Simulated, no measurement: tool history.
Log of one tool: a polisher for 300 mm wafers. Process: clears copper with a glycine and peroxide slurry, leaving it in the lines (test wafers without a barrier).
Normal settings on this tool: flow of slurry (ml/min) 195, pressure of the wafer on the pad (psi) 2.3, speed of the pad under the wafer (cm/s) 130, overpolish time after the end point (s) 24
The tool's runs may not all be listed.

run	day	flow of slurry (ml/min)	pressure of the wafer on the pad (psi)	speed of the pad under the wafer (cm/s)	overpolish time after the end point (s)	incoming thickness of the incoming film, nm	time until the end point was called (s)	dishing of a wide line in a test structure (nm)
1	0	195	2.3	120	24	737.5	129.7	73.9
2	0.308	195	2.3	120	24	746.2	130.6	76.6
3	0.704	195	2.3	120	24	755.5	132.2	75.1
4	1.208	195	2.3	130	24	749.7	123.5	79
# day 1.808: worn pad replaced by a new one
5	1.929	195	2.3	130	24	767	126.3	78.3
6	2.229	195	2.3	98	24	746.7	152.8	67.7
7	2.717	195	2.3	130	24	763.3	128.9	80
8	3.167	195	2.3	130	24	748.1	121.1	78.5
9	3.804	195	2.3	130	24	749.2	124.1	79.4
10	4.179	195	2.3	130	24	752	123.1	79.1
11	4.692	195	2.3	130	24	754.6	123.9	78.7
12	5.329	195	1.7	108	24	736.6	177.8	58.2
# day 5.796: worn pad replaced by a new one
13	5.917	130	2.3	130	11	748.9	129.7	41.5
14	6.188	250	2.8	130	24	745.8	100.2	90.2
15	6.817	195	2.3	130	24	750	122.8	78.8
# day 7.167: head pressure recalibrated
16	7.35	225	1.6	90	18	758.7	218.4	40.7
17	8.071	250	1.5	110	29	752	193.4	63.3
# day 8.242: slurry nozzle cleaned
18	8.642	230	2.3	130	11	739.5	120.4	43.5
# day 9.121: worn pad replaced by a new one
19	9.238	195	2.3	130	24	744.8	124	78.1
20	9.542	195	2.3	130	24	746.9	125.4	79.4
21	10.129	195	2.8	174	24	758.1	81.2	105.2
22	10.567	240	2.3	130	12	753	122.6	46.9
23	11.296	195	2.3	130	24	743.5	122.6	78.5

Predict each of these 4 candidate next runs independently; none follows another, all start after run 23:
A	11.317	195	2.3	130	20	738.7	?	?
B	11.317	260	2.3	170	24	738.7	?	?
C	11.317	230	2.3	104	13	738.7	?	?
D	11.317	195	1.9	176	10	738.7	?	?

run	time until the end point was called (s)	dishing of a wide line in a test structure (nm)
A	122.3	69.3
B	94.5	92.2
C	144.3	43.4
D	111.3	42.4
Had the tool no hidden state, the same runs would have come out as:
run	time until the end point was called (s)	dishing of a wide line in a test structure (nm)
A	122.3	69.3
B	94.5	92.2
C	144.3	43.4
D	111.3	42.4

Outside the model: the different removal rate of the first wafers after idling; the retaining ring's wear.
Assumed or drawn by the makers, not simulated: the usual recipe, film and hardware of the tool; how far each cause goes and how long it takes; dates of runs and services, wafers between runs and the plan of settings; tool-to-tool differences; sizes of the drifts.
